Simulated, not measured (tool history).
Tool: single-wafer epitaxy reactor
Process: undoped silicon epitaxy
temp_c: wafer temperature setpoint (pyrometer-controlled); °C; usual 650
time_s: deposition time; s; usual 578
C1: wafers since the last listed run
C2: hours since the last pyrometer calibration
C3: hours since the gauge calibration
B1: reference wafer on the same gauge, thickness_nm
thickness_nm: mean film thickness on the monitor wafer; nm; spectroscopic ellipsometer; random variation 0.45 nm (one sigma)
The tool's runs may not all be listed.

Run 1, hour 0.0: usual settings but temp_c 642 °C, time_s 644 s; C1 0; C2 973.4; C3 160.1; B1 118.039. Result: thickness_nm 91.972 nm.
Run 2, hour 7.2: usual settings but temp_c 642 °C, time_s 644 s; C1 32; C2 980.6; C3 167.3; B1 117.917. Result: thickness_nm 91.757 nm.
Run 3, hour 18.9: usual settings; C1 53; C2 992.3; C3 179.0; B1 117.824. Result: thickness_nm 99.997 nm.
Run 4, hour 28.3: usual settings; C1 42; C2 1001.7; C3 188.4; B1 117.959. Result: thickness_nm 100.452 nm.
Run 5, hour 80.0: usual settings; C1 235; C2 1053.4; C3 240.1; B1 118.033. Result: thickness_nm 100.956 nm.
Run 6, hour 95.1: usual settings but time_s 602 s; C1 68; C2 1068.5; C3 255.2; B1 117.758. Result: thickness_nm 104.680 nm.
Run 7, hour 102.0: usual settings; C1 31; C2 1075.4; C3 262.1; B1 118.096. Result: thickness_nm 101.766 nm.
Run 8, hour 119.5: usual settings but temp_c 656 °C; C1 79; C2 1092.9; C3 279.6; B1 118.007. Result: thickness_nm 116.763 nm.
Run 9, hour 134.6: usual settings but temp_c 656 °C; C1 68; C2 1108.0; C3 294.7; B1 117.978. Result: thickness_nm 117.008 nm.
Run 10, hour 151.7: usual settings but temp_c 656 °C; C1 78; C2 1125.1; C3 311.8; B1 117.928. Result: thickness_nm 116.303 nm.
Run 11, hour 160.2: usual settings; C1 38; C2 1133.6; C3 320.3; B1 118.002. Result: thickness_nm 100.666 nm.
Run 12, hour 169.7: usual settings; C1 43; C2 1143.1; C3 329.8; B1 117.866. Result: thickness_nm 99.934 nm.
Run 13, hour 181.4: usual settings; C1 53; C2 1154.8; C3 341.5; B1 117.722. Result: thickness_nm 100.826 nm.
Run 14, hour 197.8: usual settings but temp_c 642 °C; C1 74; C2 1171.2; C3 357.9; B1 118.106. Result: thickness_nm 82.206 nm.
Run 15, hour 209.7: usual settings but temp_c 642 °C; C1 54; C2 1183.1; C3 369.8; B1 117.915. Result: thickness_nm 82.776 nm.
Run 16, hour 224.5: usual settings; C1 67; C2 1197.9; C3 384.6; B1 117.843. Result: thickness_nm 101.019 nm.
Run 17, hour 237.3: usual settings; C1 58; C2 1210.7; C3 397.4; B1 118.278. Result: thickness_nm 100.448 nm.
At hour 255.7: pyrometer calibrated.
Run 18, hour 256.2: usual settings; C1 49; C2 0.5; C3 416.3; B1 117.847. Result: thickness_nm 100.396 nm.
Run 19, hour 261.3: usual settings; C1 23; C2 5.6; C3 421.4; B1 118.050. Result: thickness_nm 100.739 nm.
Run 20, hour 272.7: usual settings; C1 52; C2 17.0; C3 432.8; B1 118.105. Result: thickness_nm 101.135 nm.
Run 21, hour 286.2: usual settings; C1 61; C2 30.5; C3 446.3; B1 117.890. Result: thickness_nm 101.206 nm.
Run 22, hour 298.0: usual settings; C1 53; C2 42.3; C3 458.1; B1 117.977. Result: thickness_nm 100.767 nm.
Run 23, hour 306.5: usual settings but temp_c 640 °C; C1 38; C2 50.8; C3 466.6; B1 117.992. Result: thickness_nm 78.297 nm.
Run 24, hour 314.2: usual settings; C1 35; C2 58.5; C3 474.3; B1 118.037. Result: thickness_nm 101.372 nm.
Run 25, hour 322.2: usual settings but temp_c 665 °C, time_s 487 s; C1 36; C2 66.5; C3 482.3; B1 117.913. Result: thickness_nm 122.194 nm.
Run 26, hour 330.7: usual settings; C1 38; C2 75.0; C3 490.8; B1 118.271. Result: thickness_nm 100.360 nm.
Run 27, hour 340.3: usual settings but temp_c 638 °C, time_s 470 s; C1 43; C2 84.6; C3 500.4; B1 118.062. Result: thickness_nm 60.753 nm.
Run 28, hour 347.0: usual settings but temp_c 657 °C, time_s 674 s; C1 30; C2 91.3; C3 507.1; B1 118.006. Result: thickness_nm 139.920 nm.
Run 29, hour 362.1: usual settings but temp_c 640 °C, time_s 531 s; C1 68; C2 106.4; C3 522.2; B1 118.035. Result: thickness_nm 72.047 nm.
Run 30, hour 376.6: usual settings but temp_c 637 °C, time_s 611 s; C1 66; C2 120.9; C3 536.7; B1 118.016. Result: thickness_nm 76.486 nm.
Run 31, hour 388.6: usual settings but temp_c 640 °C, time_s 629 s; C1 54; C2 132.9; C3 548.7; B1 118.075. Result: thickness_nm 85.176 nm.
Run 32, hour 400.5: usual settings but time_s 663 s; C1 54; C2 144.8; C3 560.6; B1 117.874. Result: thickness_nm 116.033 nm.
Run 33, hour 413.2: usual settings; C1 57; C2 157.5; C3 573.3; B1 117.966. Result: thickness_nm 100.552 nm.
Run 34, hour 421.9: usual settings but temp_c 644 °C, time_s 518 s; C1 39; C2 166.2; C3 582.0; B1 117.760. Result: thickness_nm 77.917 nm.
Run 35, hour 428.2: usual settings but temp_c 644 °C, time_s 507 s; C1 28; C2 172.5; C3 588.3; B1 117.867. Result: thickness_nm 75.814 nm.
At hour 438.6: gauge calibrated.
Run 36, hour 441.7: usual settings; C1 61; C2 186.0; C3 3.1; B1 117.942. Result: thickness_nm 101.268 nm.
Run 37, hour 458.4: usual settings but temp_c 663 °C, time_s 527 s; C1 76; C2 202.7; C3 19.8; B1 117.868. Result: thickness_nm 125.529 nm.
Run 38, hour 476.0: usual settings but temp_c 644 °C, time_s 524 s; C1 80; C2 220.3; C3 37.4; B1 118.095. Result: thickness_nm 78.814 nm.
Run 39, hour 483.6: usual settings but temp_c 658 °C, time_s 609 s; C1 34; C2 227.9; C3 45.0; B1 118.139. Result: thickness_nm 129.053 nm.
Run 40, hour 495.9: usual settings but temp_c 638 °C, time_s 463 s; C1 56; C2 240.2; C3 57.3; B1 117.893. Result: thickness_nm 59.992 nm.
Run 41, hour 502.4: usual settings but time_s 519 s; C1 29; C2 246.7; C3 63.8; B1 117.991. Result: thickness_nm 90.696 nm.
Run 42, hour 517.7: usual settings but temp_c 637 °C; C1 69; C2 262.0; C3 79.1; B1 118.233. Result: thickness_nm 72.455 nm.
Run 43, hour 531.0: usual settings but temp_c 638 °C, time_s 538 s; C1 60; C2 275.3; C3 92.4; B1 118.096. Result: thickness_nm 69.081 nm.
Run 44, hour 548.2: usual settings but temp_c 636 °C, time_s 507 s; C1 78; C2 292.5; C3 109.6; B1 117.722. Result: thickness_nm 61.301 nm.
Run 45, hour 557.4: usual settings but temp_c 654 °C; C1 41; C2 301.7; C3 118.8; B1 117.817. Result: thickness_nm 110.815 nm.
Run 46, hour 572.1: usual settings but temp_c 638 °C, time_s 680 s; C1 67; C2 316.4; C3 133.5; B1 117.969. Result: thickness_nm 87.406 nm.

Forecast each of these 5 alternatives for the next run:
Run A, hour 572.7: usual settings; C1 2; C2 317.0; C3 134.1; B1 ?. Result: thickness_nm ?.
Run B, hour 572.7: usual settings but temp_c 657 °C, time_s 620 s; C1 2; C2 317.0; C3 134.1; B1 ?. Result: thickness_nm ?.
Run C, hour 572.7: usual settings but temp_c 645 °C, time_s 512 s; C1 2; C2 317.0; C3 134.1; B1 ?. Result: thickness_nm ?.
Run D, hour 572.7: usual settings but temp_c 655 °C; C1 2; C2 317.0; C3 134.1; B1 ?. Result: thickness_nm ?.
Run E, hour 572.7: usual settings but temp_c 665 °C; C1 2; C2 317.0; C3 134.1; B1 ?. Result: thickness_nm ?.

run       B1  thickness_nm
  A  118.183       100.105
  B  118.183       127.580
  C  118.183        78.258
  D  118.183       113.256
  E  118.183       144.318
Without the tool's hidden state the same runs would have given:
run  thickness_nm
  A       100.105
  B       127.580
  C        78.258
  D       113.256
  E       144.318

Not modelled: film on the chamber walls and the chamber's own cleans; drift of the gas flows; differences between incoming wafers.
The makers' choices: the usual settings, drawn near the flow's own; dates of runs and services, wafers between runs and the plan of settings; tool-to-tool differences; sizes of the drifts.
